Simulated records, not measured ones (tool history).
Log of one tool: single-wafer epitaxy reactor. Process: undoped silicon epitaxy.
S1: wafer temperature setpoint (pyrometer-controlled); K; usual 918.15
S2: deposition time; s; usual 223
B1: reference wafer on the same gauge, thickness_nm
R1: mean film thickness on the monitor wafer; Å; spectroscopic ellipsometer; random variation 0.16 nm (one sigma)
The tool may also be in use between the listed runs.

| run | day | S1 | S2 | B1 | R1 |
|---|---|---|---|---|---|
| 1 | 0 | 918.15 | 209 | 27.846 | 286.39 |
| 2 | 0.575 | 918.15 | 223 | 27.794 | 306.76 |
| 3 | 1.208 | 918.15 | 223 | 27.749 | 309.3 |
| 4 | 1.854 | 918.15 | 223 | 27.868 | 307.92 |
| 5 | 2.279 | 918.15 | 223 | 27.759 | 307.23 |
| 6 | 2.575 | 918.15 | 223 | 27.77 | 306.9 |
| 7 | 2.846 | 918.15 | 223 | 27.814 | 305.5 |
| 8 | 3.467 | 907.15 | 223 | 27.776 | 246.04 |
| 9 | 4.767 | 918.15 | 223 | 27.75 | 304.28 |
| 10 | 5.204 | 918.15 | 223 | 27.795 | 305.98 |
| 11 | 5.638 | 929.15 | 223 | 27.827 | 374.55 |
| 12 | 6.133 | 928.15 | 207 | 27.792 | 345.23 |
| 13 | 6.85 | 929.15 | 204 | 27.826 | 346.73 |
| 14 | 7.183 | 929.15 | 204 | 27.766 | 343.67 |
| 15 | 7.458 | 929.15 | 204 | 27.833 | 348.64 |
| 16 | 8.192 | 928.15 | 223 | 27.813 | 373.17 |
| 17 | 8.646 | 918.15 | 236 | 27.852 | 322.49 |
| 18 | 9.204 | 918.15 | 236 | 27.821 | 325.41 |
| 19 | 9.492 | 918.15 | 236 | 27.823 | 324.53 |
| 20 | 10.117 | 918.15 | 223 | 27.778 | 305.49 |
|  | 10.267 | gauge calibrated |
| 21 | 10.517 | 918.15 | 223 | 27.795 | 305.68 |
| 22 | 10.771 | 915.15 | 223 | 27.801 | 287.57 |
| 23 | 11.225 | 924.15 | 185 | 27.823 | 283.52 |
| 24 | 11.804 | 924.15 | 185 | 27.825 | 287.91 |
| 25 | 12.054 | 907.15 | 241 | 27.8 | 264.33 |
| 26 | 12.592 | 918.15 | 223 | 27.812 | 304.57 |
|  | 13.179 | pyrometer calibrated |
| 27 | 13.2 | 930.15 | 208 | 27.807 | 389.87 |
| 28 | 13.675 | 918.15 | 223 | 27.784 | 329.44 |
| 29 | 13.962 | 932.15 | 223 | 27.734 | 433.56 |
| 30 | 14.421 | 918.15 | 190 | 27.802 | 283.67 |
| 31 | 14.862 | 933.15 | 187 | 27.864 | 370.65 |
| 32 | 15.196 | 929.15 | 249 | 27.797 | 453.51 |
| 33 | 15.55 | 918.15 | 199 | 27.77 | 290.83 |
| 34 | 15.883 | 903.15 | 223 | 27.829 | 245.43 |
| 35 | 16.179 | 918.15 | 223 | 27.826 | 330.29 |
| 36 | 16.733 | 928.15 | 250 | 27.798 | 450.42 |
| 37 | 17.467 | 907.15 | 267 | 27.792 | 314.37 |
| 38 | 19.571 | 923.15 | 185 | 27.812 | 298.71 |
| 39 | 20.133 | 918.15 | 223 | 27.737 | 323.09 |
| 40 | 20.542 | 931.15 | 258 | 27.772 | 480.31 |
| 41 | 21.162 | 910.15 | 199 | 27.724 | 245.27 |
| 42 | 21.688 | 905.15 | 189 | 27.81 | 210.17 |
| 43 | 22.125 | 910.15 | 209 | 27.811 | 256.73 |
| 44 | 22.696 | 932.15 | 258 | 27.769 | 482.26 |

Forecast each of these 5 alternatives for the next run:
| A | 22.717 | 918.15 | 239 | ? | ? |
| B | 22.717 | 922.15 | 209 | ? | ? |
| C | 22.717 | 918.15 | 188 | ? | ? |
| D | 22.717 | 924.15 | 186 | ? | ? |
| E | 22.717 | 922.15 | 185 | ? | ? |

| run | B1 | R1 |
|---|---|---|
| A | 27.833 | 347.2 |
| B | 27.833 | 328.12 |
| C | 27.833 | 273.12 |
| D | 27.833 | 303.49 |
| E | 27.833 | 290.44 |
Without the tool's hidden state the same runs would have given:
| run | R1 |
|---|---|
| A | 363.54 |
| B | 343.43 |
| C | 285.96 |
| D | 317.6 |
| E | 303.99 |
